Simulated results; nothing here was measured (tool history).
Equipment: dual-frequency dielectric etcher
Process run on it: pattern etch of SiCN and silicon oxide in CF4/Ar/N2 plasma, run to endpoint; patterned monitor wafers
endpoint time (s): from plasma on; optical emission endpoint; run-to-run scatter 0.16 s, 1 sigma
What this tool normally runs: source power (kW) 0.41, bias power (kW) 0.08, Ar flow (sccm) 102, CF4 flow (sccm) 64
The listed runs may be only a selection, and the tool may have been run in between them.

run	hour	source power (kW)	bias power (kW)	Ar flow (sccm)	CF4 flow (sccm)	incoming incoming film thickness, nm	endpoint time (s)
1	0	0.41	0.08	102	64	16.22	18
2	24.6	0.41	0.08	102	64	16.12	17.8
3	52	0.41	0.08	102	64	15.92	17.4
4	83.8	0.38	0.063	78	80	15.99	17.6
# hour 104.3: CF4 flow controller replaced
5	115	0.41	0.086	102	69	16.04	17.2
6	140.7	0.41	0.08	117	64	16.09	18
7	162.6	0.47	0.08	102	64	16.08	15.5
8	175.5	0.51	0.08	102	53	16.06	15.4
9	210.7	0.51	0.08	102	53	16.07	15
10	227.4	0.41	0.08	102	77	16.06	16.9
11	249.7	0.41	0.062	102	71	16.05	17.7
12	263	0.47	0.07	102	64	16.08	16
13	276.2	0.41	0.08	102	64	16.15	17.4
# hour 291.9: bias power generator calibrated
# hour 292.4: Ar flow controller replaced
# hour 298.2: source power generator calibrated
14	304.2	0.41	0.08	109	57	15.98	17.7
# hour 330.1: wet clean of the chamber
15	336.6	0.41	0.08	102	64	16.17	18.1
16	371.1	0.41	0.08	102	64	16.03	17.7
17	390.8	0.35	0.095	102	52	16.17	20.3
18	419.4	0.49	0.095	94	64	16.19	15
19	443.5	0.47	0.092	115	64	16.02	16
20	458.5	0.5	0.06	88	73	16.12	15.2
21	493	0.41	0.088	102	69	16.03	17.3

What does the tool deliver on the next run?
22	523	0.41	0.092	85	64	15.96	?

{"run 22": {"endpoint time (s)": 16.5}}
The same run, on a tool lacking any hidden state, would have yielded endpoint time (s) 16.8.

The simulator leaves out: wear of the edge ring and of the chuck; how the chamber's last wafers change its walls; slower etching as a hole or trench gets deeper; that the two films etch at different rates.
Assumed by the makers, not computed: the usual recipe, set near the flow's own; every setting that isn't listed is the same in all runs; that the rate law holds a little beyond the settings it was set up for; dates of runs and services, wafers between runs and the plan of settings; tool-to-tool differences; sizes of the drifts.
